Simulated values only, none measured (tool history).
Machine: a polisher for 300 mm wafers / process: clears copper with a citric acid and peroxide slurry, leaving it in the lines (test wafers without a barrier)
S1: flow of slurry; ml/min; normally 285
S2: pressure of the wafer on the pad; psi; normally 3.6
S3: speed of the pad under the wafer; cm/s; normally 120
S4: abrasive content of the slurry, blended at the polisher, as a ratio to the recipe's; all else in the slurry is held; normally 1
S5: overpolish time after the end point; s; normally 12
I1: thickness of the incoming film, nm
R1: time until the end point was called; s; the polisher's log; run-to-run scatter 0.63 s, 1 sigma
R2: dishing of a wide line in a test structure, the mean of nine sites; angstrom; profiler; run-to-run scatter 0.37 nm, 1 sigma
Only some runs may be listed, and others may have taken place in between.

{"run": 1, "hour": 0.0, "S1": 285, "S2": 3.6, "S3": 120, "S4": 1.1, "S5": 12, "I1": 245.1, "R1": 71.9, "R2": 268}
{"run": 2, "hour": 14.8, "S1": 285, "S2": 3.6, "S3": 120, "S4": 1.1, "S5": 12, "I1": 250.3, "R1": 75.3, "R2": 276}
{"run": 3, "hour": 26.5, "S1": 285, "S2": 3.9, "S3": 120, "S4": 1, "S5": 12, "I1": 245.2, "R1": 69.9, "R2": 285}
{"hour": 36.1, "done": "worn pad replaced by a new one"}
{"run": 4, "hour": 36.6, "S1": 285, "S2": 3.9, "S3": 120, "S4": 1, "S5": 12, "I1": 245.5, "R1": 70, "R2": 290}
{"run": 5, "hour": 43.5, "S1": 285, "S2": 3.9, "S3": 120, "S4": 1, "S5": 12, "I1": 245.5, "R1": 69.1, "R2": 296}
{"run": 6, "hour": 82.0, "S1": 285, "S2": 3.6, "S3": 120, "S4": 1, "S5": 17, "I1": 247.4, "R1": 76.5, "R2": 354}
{"run": 7, "hour": 97.2, "S1": 285, "S2": 3.6, "S3": 150, "S4": 0.75, "S5": 12, "I1": 245.7, "R1": 73, "R2": 273}
{"hour": 114.5, "done": "worn pad replaced by a new one"}
{"run": 8, "hour": 115.0, "S1": 285, "S2": 3.6, "S3": 150, "S4": 1.1, "S5": 12, "I1": 245.7, "R1": 64.8, "R2": 299}
{"hour": 139.6, "done": "slurry blender recalibrated"}
{"run": 9, "hour": 157.0, "S1": 285, "S2": 3.6, "S3": 150, "S4": 1.1, "S5": 12, "I1": 245.3, "R1": 67.5, "R2": 297}
{"run": 10, "hour": 164.3, "S1": 285, "S2": 3.6, "S3": 150, "S4": 1.1, "S5": 12, "I1": 244, "R1": 67.5, "R2": 293}
{"run": 11, "hour": 174.0, "S1": 285, "S2": 3.6, "S3": 120, "S4": 1, "S5": 12, "I1": 247, "R1": 80.9, "R2": 261}
{"hour": 177.4, "done": "slurry nozzle cleaned"}
{"hour": 181.5, "done": "worn pad replaced by a new one"}
{"run": 12, "hour": 183.2, "S1": 285, "S2": 3.6, "S3": 120, "S4": 1, "S5": 12, "I1": 248.2, "R1": 82.4, "R2": 258}
{"hour": 188.0, "done": "head pressure recalibrated"}
{"hour": 190.9, "done": "slurry blender recalibrated, repeated, since the last time left the tool worse"}
{"run": 13, "hour": 191.4, "S1": 285, "S2": 3.6, "S3": 120, "S4": 1, "S5": 12, "I1": 247.5, "R1": 75.3, "R2": 270}
{"run": 14, "hour": 201.0, "S1": 215, "S2": 3.6, "S3": 120, "S4": 1, "S5": 12, "I1": 243.8, "R1": 76.9, "R2": 258}
{"run": 15, "hour": 217.0, "S1": 285, "S2": 3.6, "S3": 120, "S4": 1, "S5": 18, "I1": 245.9, "R1": 73.6, "R2": 376}
{"run": 16, "hour": 234.1, "S1": 285, "S2": 3.6, "S3": 120, "S4": 1, "S5": 12, "I1": 240.8, "R1": 71.9, "R2": 276}
{"run": 17, "hour": 254.5, "S1": 285, "S2": 3.2, "S3": 80, "S4": 1, "S5": 17, "I1": 244.1, "R1": 104.6, "R2": 271}
{"hour": 260.8, "done": "worn pad replaced by a new one"}
{"run": 18, "hour": 265.2, "S1": 285, "S2": 3.6, "S3": 132, "S4": 1, "S5": 12, "I1": 243.7, "R1": 70.1, "R2": 282}
{"run": 19, "hour": 291.3, "S1": 285, "S2": 4.9, "S3": 120, "S4": 0.85, "S5": 10, "I1": 247.3, "R1": 57.6, "R2": 278}
{"run": 20, "hour": 297.7, "S1": 285, "S2": 3.6, "S3": 120, "S4": 1, "S5": 12, "I1": 244.7, "R1": 74.9, "R2": 277}
{"run": 21, "hour": 310.0, "S1": 285, "S2": 3.6, "S3": 120, "S4": 0.85, "S5": 12, "I1": 249.6, "R1": 81, "R2": 259}
{"run": 22, "hour": 317.2, "S1": 285, "S2": 3.6, "S3": 140, "S4": 1.15, "S5": 12, "I1": 244.8, "R1": 65, "R2": 299}
{"run": 23, "hour": 324.1, "S1": 285, "S2": 4.1, "S3": 120, "S4": 1, "S5": 12, "I1": 245.4, "R1": 65.6, "R2": 296}
{"hour": 337.9, "done": "worn pad replaced by a new one"}
{"run": 24, "hour": 340.3, "S1": 325, "S2": 3.6, "S3": 148, "S4": 0.8, "S5": 12, "I1": 244.3, "R1": 70.4, "R2": 284}
{"run": 25, "hour": 350.7, "S1": 285, "S2": 2.8, "S3": 120, "S4": 1, "S5": 16, "I1": 243.4, "R1": 95.8, "R2": 271}
{"run": 26, "hour": 363.2, "S1": 285, "S2": 3.6, "S3": 160, "S4": 1, "S5": 12, "I1": 243.7, "R1": 62.8, "R2": 307}
{"run": 27, "hour": 369.6, "S1": 285, "S2": 3.6, "S3": 120, "S4": 1, "S5": 12, "I1": 242.3, "R1": 75.8, "R2": 264}

Alternative continuations, all from the tool just after run 27; predict every row:
{"run": "A", "hour": 370.0, "S1": 285, "S2": 3.6, "S3": 120, "S4": 1, "S5": 9, "I1": 243.5, "R1": "?", "R2": "?"}
{"run": "B", "hour": 370.0, "S1": 285, "S2": 3.6, "S3": 120, "S4": 1.15, "S5": 9, "I1": 243.5, "R1": "?", "R2": "?"}
{"run": "C", "hour": 370.0, "S1": 285, "S2": 3.6, "S3": 120, "S4": 1, "S5": 8, "I1": 243.5, "R1": "?", "R2": "?"}
{"run": "D", "hour": 370.0, "S1": 285, "S2": 4, "S3": 84, "S4": 1, "S5": 12, "I1": 243.5, "R1": "?", "R2": "?"}
{"run": "E", "hour": 370.0, "S1": 345, "S2": 3.6, "S3": 102, "S4": 1, "S5": 12, "I1": 243.5, "R1": "?", "R2": "?"}

run=A R1=75.7 R2=207
run=B R1=72.4 R2=216
run=C R1=75.7 R2=186
run=D R1=82.9 R2=247
run=E R1=81.5 R2=250
The same runs, with their run-to-run variation unchanged, on a tool lacking any hidden condition would have given:
run=A R1=73.5 R2=213
run=B R1=70.2 R2=222
run=C R1=73.5 R2=191
run=D R1=80.5 R2=254
run=E R1=79.2 R2=257
